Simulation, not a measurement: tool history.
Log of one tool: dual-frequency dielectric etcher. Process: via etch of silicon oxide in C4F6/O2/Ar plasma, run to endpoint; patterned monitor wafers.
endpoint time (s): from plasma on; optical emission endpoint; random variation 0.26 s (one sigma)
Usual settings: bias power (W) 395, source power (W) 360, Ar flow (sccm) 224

| run | hour | bias power (W) | source power (W) | Ar flow (sccm) | wafers since the last listed run | hours since the last wet clean | hours since the last bias power generator calibration | hours since the last source power generator calibration | hours since the last Ar flow controller change | hours since the last upper electrode change | incoming incoming film thickness, nm | endpoint time (s) |
|---|---|---|---|---|---|---|---|---|---|---|---|---|
| 1 | 0.0 | 395 | 360 | 224 | 0 | 387.5 | 937.2 | 3016.3 | 4595.9 | 1981.0 | 114.9 | 29.0 |
| 2 | 66.8 | 395 | 360 | 224 | 724 | 454.3 | 1004.0 | 3083.1 | 4662.7 | 2047.8 | 115.1 | 28.9 |
|  | 92.2 | wet clean of the chamber |
| 3 | 107.3 | 395 | 360 | 224 | 178 | 15.1 | 1044.5 | 3123.6 | 4703.2 | 2088.3 | 115.2 | 30.5 |
| 4 | 153.7 | 395 | 360 | 224 | 502 | 61.5 | 1090.9 | 3170.0 | 4749.6 | 2134.7 | 114.8 | 29.6 |
| 5 | 202.7 | 395 | 360 | 224 | 531 | 110.5 | 1139.9 | 3219.0 | 4798.6 | 2183.7 | 115.1 | 30.3 |
| 6 | 265.2 | 395 | 360 | 224 | 677 | 173.0 | 1202.4 | 3281.5 | 4861.1 | 2246.2 | 114.9 | 29.9 |
| 7 | 310.2 | 395 | 360 | 224 | 487 | 218.0 | 1247.4 | 3326.5 | 4906.1 | 2291.2 | 115.2 | 29.3 |
| 8 | 376.4 | 395 | 360 | 224 | 717 | 284.2 | 1313.6 | 3392.7 | 4972.3 | 2357.4 | 115.1 | 29.2 |
| 9 | 415.3 | 395 | 390 | 183 | 421 | 323.1 | 1352.5 | 3431.6 | 5011.2 | 2396.3 | 115.4 | 28.1 |
| 10 | 461.9 | 395 | 360 | 224 | 505 | 369.7 | 1399.1 | 3478.2 | 5057.8 | 2442.9 | 115.8 | 29.6 |
|  | 528.8 | wet clean of the chamber |
| 11 | 529.3 | 395 | 360 | 224 | 470 | 0.5 | 1466.5 | 3545.6 | 5125.2 | 2510.3 | 115.4 | 30.9 |
| 12 | 552.7 | 395 | 360 | 224 | 253 | 23.9 | 1489.9 | 3569.0 | 5148.6 | 2533.7 | 115.2 | 30.4 |
| 13 | 592.6 | 395 | 360 | 224 | 432 | 63.8 | 1529.8 | 3608.9 | 5188.5 | 2573.6 | 114.5 | 30.1 |
|  | 627.4 | upper electrode replaced |
| 14 | 634.6 | 395 | 360 | 224 | 195 | 105.8 | 1571.8 | 3650.9 | 5230.5 | 7.2 | 115.7 | 30.2 |
|  | 651.2 | source power generator calibrated |
| 15 | 681.4 | 427 | 360 | 181 | 463 | 152.6 | 1618.6 | 30.2 | 5277.3 | 54.0 | 115.9 | 28.9 |
|  | 705.0 | bias power generator calibrated |
| 16 | 796.9 | 339 | 360 | 250 | 1208 | 268.1 | 91.9 | 145.7 | 5392.8 | 169.5 | 115.6 | 31.9 |
| 17 | 831.1 | 395 | 360 | 224 | 370 | 302.3 | 126.1 | 179.9 | 5427.0 | 203.7 | 117.2 | 29.9 |
|  | 874.0 | Ar flow controller replaced |
| 18 | 875.7 | 432 | 300 | 272 | 418 | 346.9 | 170.7 | 224.5 | 1.7 | 248.3 | 115.5 | 31.0 |
|  | 955.3 | wet clean of the chamber |
| 19 | 964.7 | 334 | 360 | 224 | 704 | 9.4 | 259.7 | 313.5 | 90.7 | 337.3 | 116.3 | 33.0 |
| 20 | 990.5 | 395 | 360 | 224 | 279 | 35.2 | 285.5 | 339.3 | 116.5 | 363.1 | 115.7 | 30.1 |
| 21 | 1039.7 | 395 | 360 | 187 | 533 | 84.4 | 334.7 | 388.5 | 165.7 | 412.3 | 115.3 | 29.3 |
| 22 | 1083.1 | 395 | 360 | 181 | 470 | 127.8 | 378.1 | 431.9 | 209.1 | 455.7 | 116.3 | 29.7 |
| 23 | 1151.2 | 313 | 390 | 180 | 738 | 195.9 | 446.2 | 500.0 | 277.2 | 523.8 | 115.9 | 31.3 |
| 24 | 1195.5 | 427 | 360 | 224 | 480 | 240.2 | 490.5 | 544.3 | 321.5 | 568.1 | 115.9 | 28.7 |
| 25 | 1232.5 | 333 | 360 | 193 | 401 | 277.2 | 527.5 | 581.3 | 358.5 | 605.1 | 115.1 | 30.9 |
| 26 | 1282.1 | 460 | 310 | 168 | 537 | 326.8 | 577.1 | 630.9 | 408.1 | 654.7 | 115.1 | 28.1 |
|  | 1343.1 | wet clean of the chamber |
| 27 | 1418.9 | 455 | 320 | 207 | 1222 | 75.8 | 713.9 | 767.7 | 544.9 | 791.5 | 115.0 | 29.8 |
| 28 | 1490.7 | 344 | 360 | 253 | 778 | 147.6 | 785.7 | 839.5 | 616.7 | 863.3 | 115.7 | 32.0 |
| 29 | 1556.0 | 395 | 360 | 224 | 707 | 212.9 | 851.0 | 904.8 | 682.0 | 928.6 | 115.9 | 29.9 |

Forecast each of these 3 alternatives for the next run:
| A | 1556.4 | 333 | 360 | 224 | 4 | 213.3 | 851.4 | 905.2 | 682.4 | 929.0 | 116.4 | ? |
| B | 1556.4 | 300 | 280 | 186 | 4 | 213.3 | 851.4 | 905.2 | 682.4 | 929.0 | 116.4 | ? |
| C | 1556.4 | 395 | 360 | 173 | 4 | 213.3 | 851.4 | 905.2 | 682.4 | 929.0 | 116.4 | ? |

| run | endpoint time (s) |
|---|---|
| A | 32.0 |
| B | 36.0 |
| C | 29.3 |
Without the tool's hidden state the same runs would have given:
| run | endpoint time (s) |
|---|---|
| A | 32.6 |
| B | 36.7 |
| C | 29.9 |
